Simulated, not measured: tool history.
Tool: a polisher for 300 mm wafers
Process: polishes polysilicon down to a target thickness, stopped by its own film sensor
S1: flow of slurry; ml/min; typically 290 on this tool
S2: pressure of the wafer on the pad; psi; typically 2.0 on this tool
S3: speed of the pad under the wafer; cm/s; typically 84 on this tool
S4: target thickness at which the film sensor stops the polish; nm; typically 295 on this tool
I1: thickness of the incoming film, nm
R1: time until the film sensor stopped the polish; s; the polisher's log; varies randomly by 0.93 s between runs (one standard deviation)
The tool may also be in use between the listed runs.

run	hour	S1	S2	S3	S4	I1	R1
1	0.0	290	2.0	84	295	720.5	110.1
2	159.1	290	2.0	84	295	711.3	108.0
3	194.6	290	2.0	84	295	701.0	106.4
4	235.0	290	2.0	66	295	718.9	122.8
5	268.5	290	2.0	66	295	714.4	122.5
6	332.0	290	2.0	66	295	715.5	124.9
7	384.7	320	2.0	84	295	703.4	103.6
8	424.9	320	2.0	84	295	707.4	106.6
9	503.0	290	2.0	84	295	716.1	110.2
10	571.2	290	2.0	84	295	702.0	108.2
11	612.3	290	2.0	84	295	703.6	107.2
12	663.0	290	2.0	84	295	712.4	108.2
13	696.1	290	2.0	84	295	704.8	108.1
14	765.9	290	2.0	84	295	716.9	105.9
15	826.3	290	2.0	72	207	709.6	139.5
16	853.8	290	2.0	84	295	716.4	106.8
17	904.8	290	2.0	84	295	713.8	107.3
18	948.5	375	2.0	84	295	711.1	105.5
19	987.0	260	2.0	84	295	705.7	107.6
20	1051.2	290	1.6	112	295	697.8	108.9
21	1106.4	290	2.0	84	295	713.4	109.5
22	1163.7	355	2.0	84	295	720.0	112.4
23	1201.4	290	2.4	102	295	721.2	82.0
24	1233.5	290	2.0	74	225	703.1	137.0
25	1303.2	375	1.5	84	295	711.6	137.8
26	1341.1	375	2.0	112	397	715.1	65.5
27	1394.1	375	1.8	84	396	716.5	90.2
28	1433.2	215	2.0	84	295	714.1	109.8
29	1469.5	340	1.4	84	341	709.8	136.9
30	1521.2	325	2.0	110	395	714.7	68.8
31	1592.2	290	2.0	84	295	709.6	108.8
32	1642.2	220	2.4	56	376	714.3	94.8
33	1685.4	375	2.0	84	157	723.6	139.2
34	1715.9	290	1.5	104	295	699.4	116.6
35	1759.3	375	2.0	84	157	706.8	138.8
36	1819.9	240	2.5	68	427	706.8	66.7

Removed from this log: 8 entries logged between the listed runs. Between which two listed runs does each belong, and how does the tool's hidden state at the listed run before it compare with that at the listed run after it?
From run 3 to run 4: worn pad replaced by a new one (hour 209.9)
  removal rate lost through wear of the pad, %: 6.73 -> 1.28
  measured result minus the result with no hidden state, R1: +7.2 -> +1.6 s
From run 6 to run 7: slurry nozzle cleaned (hour 367.3)
  removal rate lost through wear of the pad, %: 4.09 -> 5.04
  measured result minus the result with no hidden state, R1: +5.1 -> +5.2 s
From run 13 to run 14: worn pad replaced by a new one (hour 735.1); head pressure recalibrated (hour 760.5)
  removal rate lost through wear of the pad, %: 7.17 -> 1.79
  measured result minus the result with no hidden state, R1: +7.7 -> +1.9 s
From run 17 to run 18: slurry nozzle cleaned (hour 948.0)
  removal rate lost through wear of the pad, %: 5.25 -> 5.86
  measured result minus the result with no hidden state, R1: +5.7 -> +6.2 s
From run 24 to run 25: worn pad replaced by a new one (hour 1253.1)
  removal rate lost through wear of the pad, %: 7.49 -> 2.21
  measured result minus the result with no hidden state, R1: +10.3 -> +3.0 s
From run 29 to run 30: slurry nozzle cleaned (hour 1520.7)
  removal rate lost through wear of the pad, %: 5.65 -> 6.17
  measured result minus the result with no hidden state, R1: +7.7 -> +4.3 s
From run 32 to run 33: worn pad replaced by a new one (hour 1672.0)
  removal rate lost through wear of the pad, %: 6.91 -> 1.34
  measured result minus the result with no hidden state, R1: +6.6 -> +1.9 s

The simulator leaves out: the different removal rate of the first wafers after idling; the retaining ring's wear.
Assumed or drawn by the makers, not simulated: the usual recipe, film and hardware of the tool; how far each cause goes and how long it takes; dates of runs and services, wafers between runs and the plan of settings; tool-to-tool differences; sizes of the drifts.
